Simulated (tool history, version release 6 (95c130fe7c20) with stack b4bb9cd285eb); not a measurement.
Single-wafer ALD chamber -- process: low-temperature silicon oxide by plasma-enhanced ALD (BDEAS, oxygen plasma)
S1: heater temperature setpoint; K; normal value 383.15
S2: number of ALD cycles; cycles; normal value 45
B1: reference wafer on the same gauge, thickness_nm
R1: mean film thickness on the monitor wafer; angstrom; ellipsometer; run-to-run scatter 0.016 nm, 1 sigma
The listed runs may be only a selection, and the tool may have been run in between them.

Run 1, hour 0.0: usual settings; B1 7.362. Result: R1 64.78 angstrom.
Run 2, hour 68.7: usual settings; B1 7.360. Result: R1 64.56 angstrom.
Run 3, hour 113.6: usual settings but S1 389.15 K; B1 7.358. Result: R1 63.53 angstrom.
Run 4, hour 163.6: usual settings; B1 7.365. Result: R1 64.83 angstrom.
Run 5, hour 200.2: usual settings but S1 395.15 K; B1 7.362. Result: R1 63.13 angstrom.
Run 6, hour 264.3: usual settings but S1 395.15 K; B1 7.360. Result: R1 63.22 angstrom.
Run 7, hour 310.8: usual settings but S1 395.15 K; B1 7.357. Result: R1 63.34 angstrom.
Run 8, hour 369.8: usual settings; B1 7.361. Result: R1 64.76 angstrom.
Run 9, hour 399.8: usual settings; B1 7.362. Result: R1 64.74 angstrom.
Run 10, hour 461.9: usual settings; B1 7.365. Result: R1 64.68 angstrom.
Run 11, hour 523.3: usual settings; B1 7.355. Result: R1 64.67 angstrom.
Run 12, hour 566.1: usual settings; B1 7.360. Result: R1 64.94 angstrom.
Run 13, hour 601.6: usual settings; B1 7.364. Result: R1 65.07 angstrom.
Run 14, hour 642.8: usual settings but S1 394.15 K; B1 7.360. Result: R1 63.16 angstrom.
Run 15, hour 712.8: usual settings but S1 394.15 K; B1 7.359. Result: R1 63.61 angstrom.
Run 16, hour 743.6: usual settings but S1 393.15 K, S2 39 cycles; B1 7.355. Result: R1 55.25 angstrom.
Run 17, hour 774.5: usual settings but S1 393.15 K, S2 39 cycles; B1 7.363. Result: R1 55.16 angstrom.
Run 18, hour 815.7: usual settings but S1 393.15 K, S2 39 cycles; B1 7.359. Result: R1 55.17 angstrom.
Run 19, hour 862.7: usual settings; B1 7.359. Result: R1 64.98 angstrom.
Run 20, hour 922.3: usual settings; B1 7.363. Result: R1 65.18 angstrom.
Run 21, hour 990.7: usual settings but S2 47 cycles; B1 7.362. Result: R1 67.76 angstrom.
Run 22, hour 1022.7: usual settings but S2 47 cycles; B1 7.356. Result: R1 68.21 angstrom.
Run 23, hour 1088.5: usual settings but S1 372.15 K; B1 7.362. Result: R1 67.76 angstrom.
Run 24, hour 1154.5: usual settings; B1 7.355. Result: R1 64.95 angstrom.
At hour 1206.7: thermocouple changed; heater temperature recalibrated.
Run 25, hour 1207.2: usual settings but S1 372.15 K, S2 50 cycles; B1 7.364. Result: R1 72.79 angstrom.
Run 26, hour 1254.0: usual settings; B1 7.358. Result: R1 64.25 angstrom.
Run 27, hour 1281.4: usual settings but S2 49 cycles; B1 7.368. Result: R1 69.85 angstrom.
Run 28, hour 1406.9: usual settings; B1 7.361. Result: R1 64.14 angstrom.
Run 29, hour 1457.1: usual settings; B1 7.363. Result: R1 64.14 angstrom.
Run 30, hour 1512.8: usual settings but S1 373.15 K, S2 50 cycles; B1 7.359. Result: R1 72.32 angstrom.
Run 31, hour 1564.4: usual settings but S2 52 cycles; B1 7.369. Result: R1 73.99 angstrom.
Run 32, hour 1636.2: usual settings but S1 394.15 K, S2 48 cycles; B1 7.359. Result: R1 67.18 angstrom.
Run 33, hour 1679.8: usual settings but S1 373.15 K, S2 42 cycles; B1 7.360. Result: R1 60.87 angstrom.
Run 34, hour 1730.8: usual settings but S1 376.15 K, S2 43 cycles; B1 7.354. Result: R1 61.87 angstrom.
Run 35, hour 1764.4: usual settings; B1 7.355. Result: R1 63.93 angstrom.
At hour 1803.4: gauge calibrated.
Run 36, hour 1826.3: usual settings; B1 7.358. Result: R1 63.92 angstrom.
Run 37, hour 1865.6: usual settings but S1 372.15 K, S2 51 cycles; B1 7.365. Result: R1 74.02 angstrom.
Run 38, hour 1934.0: usual settings but S2 42 cycles; B1 7.360. Result: R1 59.98 angstrom.
Run 39, hour 2003.3: usual settings but S1 397.15 K; B1 7.361. Result: R1 62.39 angstrom.
Run 40, hour 2052.4: usual settings but S2 51 cycles; B1 7.366. Result: R1 73.05 angstrom.
Run 41, hour 2105.8: usual settings but S1 388.15 K, S2 37 cycles; B1 7.359. Result: R1 52.25 angstrom.
Run 42, hour 2132.2: usual settings but S1 397.15 K, S2 53 cycles; B1 7.364. Result: R1 73.76 angstrom.
Run 43, hour 2175.5: usual settings but S1 376.15 K, S2 40 cycles; B1 7.356. Result: R1 57.86 angstrom.
Run 44, hour 2236.0: usual settings but S1 390.15 K; B1 7.368. Result: R1 63.19 angstrom.
Run 45, hour 2307.6: usual settings but S2 36 cycles; B1 7.361. Result: R1 51.20 angstrom.
Run 46, hour 2374.2: usual settings but S1 370.15 K, S2 38 cycles; B1 7.363. Result: R1 56.23 angstrom.

Predict each of these 5 candidate next runs independently; none follows another, all start after run 46:
Run A, hour 2374.7: usual settings but S1 379.15 K; B1 ?. Result: R1 ?.
Run B, hour 2374.7: usual settings but S1 396.15 K, S2 38 cycles; B1 ?. Result: R1 ?.
Run C, hour 2374.7: usual settings but S1 377.15 K; B1 ?. Result: R1 ?.
Run D, hour 2374.7: usual settings but S1 391.15 K, S2 49 cycles; B1 ?. Result: R1 ?.
Run E, hour 2374.7: usual settings but S1 376.15 K; B1 ?. Result: R1 ?.

run     B1     R1
  A  7.356  64.75
  B  7.356  52.96
  C  7.356  64.99
  D  7.356  68.94
  E  7.356  65.11
With no hidden state in the tool, these same runs would have given:
run     R1
  A  64.67
  B  52.89
  C  64.91
  D  68.85
  E  65.03
